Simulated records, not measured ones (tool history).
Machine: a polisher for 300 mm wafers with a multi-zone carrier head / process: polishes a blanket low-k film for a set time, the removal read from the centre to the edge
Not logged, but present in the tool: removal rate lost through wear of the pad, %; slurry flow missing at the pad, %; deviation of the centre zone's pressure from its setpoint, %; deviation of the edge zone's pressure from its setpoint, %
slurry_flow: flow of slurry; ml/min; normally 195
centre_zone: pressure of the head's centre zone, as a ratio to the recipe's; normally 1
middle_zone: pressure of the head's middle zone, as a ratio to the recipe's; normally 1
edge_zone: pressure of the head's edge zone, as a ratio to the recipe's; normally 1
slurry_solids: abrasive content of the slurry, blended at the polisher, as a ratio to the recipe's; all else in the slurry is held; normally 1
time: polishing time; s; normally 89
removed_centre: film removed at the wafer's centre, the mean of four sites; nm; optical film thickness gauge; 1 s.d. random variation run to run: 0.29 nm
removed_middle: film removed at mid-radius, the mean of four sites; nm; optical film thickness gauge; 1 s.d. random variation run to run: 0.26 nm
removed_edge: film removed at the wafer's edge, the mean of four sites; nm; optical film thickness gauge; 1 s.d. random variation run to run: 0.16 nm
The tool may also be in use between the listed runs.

run,hour,slurry_flow,centre_zone,middle_zone,edge_zone,slurry_solids,time,wafers since the last listed run,wafers polished on this pad,hours since the slurry nozzle was cleaned,hours since the centre zone pressure was calibrated,hours since the edge zone pressure was calibrated,hours since the carrier head's membrane was replaced,"incoming thickness of the incoming film, nm",removed_centre,removed_middle,removed_edge
1,0,195,1,1,1,1,89,0,865,517.3,246.5,244.3,41.4,626.6,20.3,20.3,20
# hour 35.8: slurry nozzle cleaned
2,98.6,220,1,1.1,1,1,103,1087,1952,62.8,345.1,342.9,140,614.3,24,25.8,23.6
3,170.7,150,0.95,1,1,1,72,803,2756,134.9,417.2,415,212.1,612.3,14.9,15.3,15.7
4,310.5,195,1,1,0.9,0.75,89,1557,4313,274.7,557,554.8,351.9,622.5,18,17.7,16.9
5,372.6,130,1,0.92,1,0.8,89,691,5005,336.8,619.1,616.9,414,615.7,16.5,15.6,17.1
6,411.5,195,1.04,1.07,1.03,1,78,433,5439,375.7,658,655.8,452.9,624.2,18.5,18.2,17.8
# hour 446.6: centre zone pressure recalibrated
7,454.8,195,1.05,1.07,0.91,1.25,89,460,5899,419,8.2,699.1,496.2,621.9,23,22.8,20.9
# hour 501: worn pad replaced by a new one
# hour 512.1: carrier head's membrane replaced by a new one
8,548.2,195,1,1,1,1,89,940,470,512.4,101.6,792.5,36.1,620.9,20.3,20.3,20
# hour 573.9: slurry nozzle cleaned
9,626.7,195,1,1,1,1,89,863,1333,52.8,180.1,871,114.6,622.7,20,20,20
10,694.6,195,1,1,1,1,89,756,2090,120.7,248,938.9,182.5,613.3,20.6,19.7,19.7
11,772.1,195,1.07,1,1,1,89,863,2953,198.2,325.5,1016.4,260,623.1,21.2,20.3,20
12,839.1,195,1,0.93,0.9,1,109,746,3700,265.2,392.5,1083.4,327,611.1,24.6,22.3,23.7
13,900.3,235,0.89,1,1,1,89,681,4382,326.4,453.7,1144.6,388.2,621,18.4,20.4,20.7
14,960.1,195,1,1,1,1,89,666,5048,386.2,513.5,1204.4,448,616,20.1,19.7,20.1
# hour 967.7: edge zone pressure recalibrated
# hour 969.6: worn pad replaced by a new one
# hour 992: carrier head's membrane replaced by a new one
15,1014,195,1,1,1,1,89,501,439,440.1,567.4,46.3,22,621.7,20.1,19.7,20.3
# hour 1033.7: slurry nozzle cleaned
16,1054.2,195,1,1,1,1,89,436,875,20.5,607.6,86.5,62.2,616.7,20.3,20.2,20.2
# hour 1104.5: centre zone pressure recalibrated
17,1116.9,195,1,1,1,1.15,78,676,1552,83.2,12.4,149.2,124.9,619.4,18.7,18.7,18.5
18,1202.1,195,1.07,1,1,1,89,949,2501,168.4,97.6,234.4,210.1,615.8,21.8,19.8,20.1
19,1308,195,1,1,1,1,89,1179,3681,274.3,203.5,340.3,316,617,20.2,19.7,20.2
20,1365.1,175,1,1,1,1,89,636,4317,331.4,260.6,397.4,373.1,621.7,20.3,19.1,19.8

Below are 5 alternative next runs, each starting from the tool's condition after run 20. Predict each:
A,1365.5,195,1,1,1.04,1,89,4,4322,331.8,261,397.8,373.5,616.4,?,?,?
B,1365.5,195,1,1,1,0.85,70,4,4322,331.8,261,397.8,373.5,616.4,?,?,?
C,1365.5,160,1.09,0.92,1.05,1,89,4,4322,331.8,261,397.8,373.5,616.4,?,?,?
D,1365.5,195,1.1,1,0.88,0.7,119,4,4322,331.8,261,397.8,373.5,616.4,?,?,?
E,1365.5,195,1,1.04,1,1,89,4,4322,331.8,261,397.8,373.5,616.4,?,?,?

run,removed_centre,removed_middle,removed_edge
A,20.2,19.4,20.6
B,14.9,14.3,14.9
C,21.2,17.4,20.1
D,25.7,22.3,21.9
E,20.2,20,20.2
What these runs would have given with no unlogged condition in the tool:
run,removed_centre,removed_middle,removed_edge
A,20.2,19.4,20.6
B,14.9,14.3,14.9
C,21.2,17.4,20.1
D,25.7,22.3,21.9
E,20.2,20,20.2
